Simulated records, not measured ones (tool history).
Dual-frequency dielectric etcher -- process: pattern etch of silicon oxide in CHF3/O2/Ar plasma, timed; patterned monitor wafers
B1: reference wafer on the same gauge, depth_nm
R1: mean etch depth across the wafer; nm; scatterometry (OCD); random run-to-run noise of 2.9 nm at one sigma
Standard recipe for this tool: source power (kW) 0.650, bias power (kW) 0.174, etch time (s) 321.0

{"run": 1, "hour": 0.0, "source power (kW)": 0.65, "bias power (kW)": 0.174, "etch time (s)": 321.0, "B1": 787.1, "R1": 661.8}
{"hour": 61.6, "done": "upper electrode replaced"}
{"hour": 78.8, "done": "wet clean of the chamber"}
{"run": 2, "hour": 79.3, "source power (kW)": 0.65, "bias power (kW)": 0.174, "etch time (s)": 321.0, "B1": 786.1, "R1": 683.5}
{"run": 3, "hour": 79.7, "source power (kW)": 0.65, "bias power (kW)": 0.202, "etch time (s)": 321.0, "B1": 786.0, "R1": 703.3}
{"run": 4, "hour": 88.3, "source power (kW)": 0.65, "bias power (kW)": 0.202, "etch time (s)": 321.0, "B1": 785.0, "R1": 703.9}
{"run": 5, "hour": 109.9, "source power (kW)": 0.65, "bias power (kW)": 0.174, "etch time (s)": 244.0, "B1": 786.1, "R1": 518.2}
{"run": 6, "hour": 133.1, "source power (kW)": 0.65, "bias power (kW)": 0.174, "etch time (s)": 244.0, "B1": 786.5, "R1": 514.2}
{"hour": 150.3, "done": "bias power generator calibrated"}
{"run": 7, "hour": 150.8, "source power (kW)": 0.65, "bias power (kW)": 0.174, "etch time (s)": 244.0, "B1": 786.4, "R1": 511.9}
{"run": 8, "hour": 168.6, "source power (kW)": 0.65, "bias power (kW)": 0.174, "etch time (s)": 321.0, "B1": 786.7, "R1": 680.8}
{"run": 9, "hour": 187.2, "source power (kW)": 0.56, "bias power (kW)": 0.174, "etch time (s)": 321.0, "B1": 785.7, "R1": 617.0}
{"hour": 200.4, "done": "gauge calibrated"}
{"run": 10, "hour": 216.9, "source power (kW)": 0.72, "bias power (kW)": 0.174, "etch time (s)": 380.5, "B1": 786.7, "R1": 854.5}
{"run": 11, "hour": 239.1, "source power (kW)": 0.65, "bias power (kW)": 0.174, "etch time (s)": 321.0, "B1": 786.1, "R1": 672.4}
{"run": 12, "hour": 262.0, "source power (kW)": 0.65, "bias power (kW)": 0.174, "etch time (s)": 321.0, "B1": 786.6, "R1": 668.8}
{"hour": 269.6, "done": "source power generator calibrated"}
{"run": 13, "hour": 275.9, "source power (kW)": 0.75, "bias power (kW)": 0.174, "etch time (s)": 227.0, "B1": 785.9, "R1": 518.0}
{"run": 14, "hour": 290.2, "source power (kW)": 0.58, "bias power (kW)": 0.197, "etch time (s)": 321.0, "B1": 785.7, "R1": 642.8}
{"run": 15, "hour": 389.8, "source power (kW)": 0.65, "bias power (kW)": 0.174, "etch time (s)": 244.0, "B1": 787.1, "R1": 502.6}
{"run": 16, "hour": 406.8, "source power (kW)": 0.56, "bias power (kW)": 0.202, "etch time (s)": 378.0, "B1": 785.7, "R1": 740.9}
{"run": 17, "hour": 435.7, "source power (kW)": 0.8, "bias power (kW)": 0.213, "etch time (s)": 358.5, "B1": 786.9, "R1": 877.2}
{"run": 18, "hour": 460.4, "source power (kW)": 0.65, "bias power (kW)": 0.174, "etch time (s)": 321.0, "B1": 786.0, "R1": 663.8}
{"hour": 489.1, "done": "wet clean of the chamber"}
{"run": 19, "hour": 489.6, "source power (kW)": 0.65, "bias power (kW)": 0.214, "etch time (s)": 346.5, "B1": 785.9, "R1": 774.7}
{"run": 20, "hour": 514.0, "source power (kW)": 0.65, "bias power (kW)": 0.174, "etch time (s)": 321.0, "B1": 786.0, "R1": 679.8}
{"run": 21, "hour": 546.2, "source power (kW)": 0.77, "bias power (kW)": 0.174, "etch time (s)": 321.0, "B1": 785.6, "R1": 750.9}
{"run": 22, "hour": 572.1, "source power (kW)": 0.65, "bias power (kW)": 0.174, "etch time (s)": 321.0, "B1": 785.9, "R1": 674.1}
{"run": 23, "hour": 587.6, "source power (kW)": 0.65, "bias power (kW)": 0.174, "etch time (s)": 321.0, "B1": 786.1, "R1": 674.4}
{"run": 24, "hour": 602.8, "source power (kW)": 0.65, "bias power (kW)": 0.174, "etch time (s)": 367.0, "B1": 785.6, "R1": 776.1}
{"run": 25, "hour": 630.8, "source power (kW)": 0.73, "bias power (kW)": 0.141, "etch time (s)": 224.5, "B1": 785.6, "R1": 481.8}
{"run": 26, "hour": 653.5, "source power (kW)": 0.57, "bias power (kW)": 0.145, "etch time (s)": 414.0, "B1": 785.8, "R1": 772.2}
{"run": 27, "hour": 669.4, "source power (kW)": 0.65, "bias power (kW)": 0.212, "etch time (s)": 321.0, "B1": 786.5, "R1": 712.6}
{"run": 28, "hour": 704.0, "source power (kW)": 0.65, "bias power (kW)": 0.212, "etch time (s)": 231.5, "B1": 786.1, "R1": 509.1}
{"run": 29, "hour": 717.9, "source power (kW)": 0.8, "bias power (kW)": 0.202, "etch time (s)": 321.0, "B1": 785.9, "R1": 782.4}

Forecast each of these 5 alternatives for the next run:
{"run": "A", "hour": 718.4, "source power (kW)": 0.65, "bias power (kW)": 0.174, "etch time (s)": 321.0, "B1": "?", "R1": "?"}
{"run": "B", "hour": 718.4, "source power (kW)": 0.76, "bias power (kW)": 0.174, "etch time (s)": 321.0, "B1": "?", "R1": "?"}
{"run": "C", "hour": 718.4, "source power (kW)": 0.65, "bias power (kW)": 0.189, "etch time (s)": 366.0, "B1": "?", "R1": "?"}
{"run": "D", "hour": 718.4, "source power (kW)": 0.55, "bias power (kW)": 0.19, "etch time (s)": 349.0, "B1": "?", "R1": "?"}
{"run": "E", "hour": 718.4, "source power (kW)": 0.58, "bias power (kW)": 0.135, "etch time (s)": 321.0, "B1": "?", "R1": "?"}

run=A B1=785.9 R1=672.2
run=B B1=785.9 R1=737.1
run=C B1=785.9 R1=782.3
run=D B1=785.9 R1=670.7
run=E B1=785.9 R1=589.3
Without the tool's unlogged condition, the same runs would have read:
run=A R1=684.5
run=B R1=750.6
run=C R1=796.6
run=D R1=682.9
run=E R1=600.0
